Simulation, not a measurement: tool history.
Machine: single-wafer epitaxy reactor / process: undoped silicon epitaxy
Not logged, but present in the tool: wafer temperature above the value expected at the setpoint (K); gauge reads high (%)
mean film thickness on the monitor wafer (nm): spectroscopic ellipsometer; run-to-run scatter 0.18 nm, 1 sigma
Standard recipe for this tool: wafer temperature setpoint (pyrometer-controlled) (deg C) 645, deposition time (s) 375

run    hour  wafer temperature setpoint (pyrometer-controlled) (deg C)  deposition time (s)  wafers since the last listed run  hours since the last pyrometer calibration  hours since the gauge calibration  read-back reference wafer on the same gauge, thickness_nm  mean film thickness on the monitor wafer (nm)
  1     0.0                                                        645                  375                                 0                                       325.7                              561.8                                                     54.499                                         57.482
  2    66.9                                                        645                  375                               244                                       392.6                              628.7                                                     54.508                                         57.114
  3   128.9                                                        645                  375                               226                                       454.6                              690.7                                                     54.502                                         57.268
  4   174.1                                                        649                  375                               165                                       499.8                              735.9                                                     54.531                                         61.299
  5   215.1                                                        649                  375                               150                                       540.8                              776.9                                                     54.589                                         61.664
  6   272.2                                                        645                  351                               208                                       597.9                              834.0                                                     54.488                                         53.424
  7   326.1                                                        645                  351                               197                                       651.8                              887.9                                                     54.514                                         53.426
  8   356.4                                                        645                  351                               110                                       682.1                              918.2                                                     54.516                                         53.284
  9   423.3                                                        645                  375                               244                                       749.0                              985.1                                                     54.509                                         57.027
 10   490.8                                                        645                  375                               247                                       816.5                             1052.6                                                     54.524                                         56.725
 11   543.7                                                        645                  375                               193                                       869.4                             1105.5                                                     54.534                                         56.668
 12   587.8                                                        645                  375                               161                                       913.5                             1149.6                                                     54.501                                         56.417
      719.0  -- gauge calibrated
 13   757.3                                                        645                  375                               620                                      1083.0                               38.3                                                     54.484                                         56.299
 14   811.8                                                        633                  313                               199                                      1137.5                               92.8                                                     54.534                                         36.986
 15   876.7                                                        638                  448                               237                                      1202.4                              157.7                                                     54.509                                         58.384
 16   909.6                                                        645                  375                               120                                      1235.3                              190.6                                                     54.558                                         56.124
 17   948.3                                                        645                  426                               141                                      1274.0                              229.3                                                     54.477                                         63.809
     1001.5  -- pyrometer calibrated
 18  1011.3                                                        652                  409                               201                                         9.8                              292.3                                                     54.481                                         72.036
 19  1061.3                                                        638                  375                               182                                        59.8                              342.3                                                     54.451                                         50.249
 20  1128.6                                                        655                  316                               246                                       127.1                              409.6                                                     54.439                                         58.814
 21  1180.7                                                        657                  312                               190                                       179.2                              461.7                                                     54.502                                         60.278
 22  1209.3                                                        632                  408                               104                                       207.8                              490.3                                                     54.460                                         48.355
 23  1266.4                                                        645                  375                               208                                       264.9                              547.4                                                     54.509                                         57.808
 24  1319.3                                                        645                  375                               193                                       317.8                              600.3                                                     54.549                                         57.344
 25  1365.6                                                        657                  312                               169                                       364.1                              646.6                                                     54.488                                         59.743

Below are 3 alternative next runs, each starting from the tool's condition after run 25. Predict each:
  A  1366.1                                                        645                  398                                 1                                       364.6                              647.1                                                          ?                                              ?
  B  1366.1                                                        645                  397                                 1                                       364.6                              647.1                                                          ?                                              ?
  C  1366.1                                                        645                  300                                 1                                       364.6                              647.1                                                          ?                                              ?

run  read-back reference wafer on the same gauge, thickness_nm  mean film thickness on the monitor wafer (nm)
  A                                                     54.476                                         61.242
  B                                                     54.476                                         61.088
  C                                                     54.476                                         46.162
Stripped of hidden state, with their random variation kept, the same runs would have yielded:
run  mean film thickness on the monitor wafer (nm)
  A                                         61.717
  B                                         61.562
  C                                         46.520

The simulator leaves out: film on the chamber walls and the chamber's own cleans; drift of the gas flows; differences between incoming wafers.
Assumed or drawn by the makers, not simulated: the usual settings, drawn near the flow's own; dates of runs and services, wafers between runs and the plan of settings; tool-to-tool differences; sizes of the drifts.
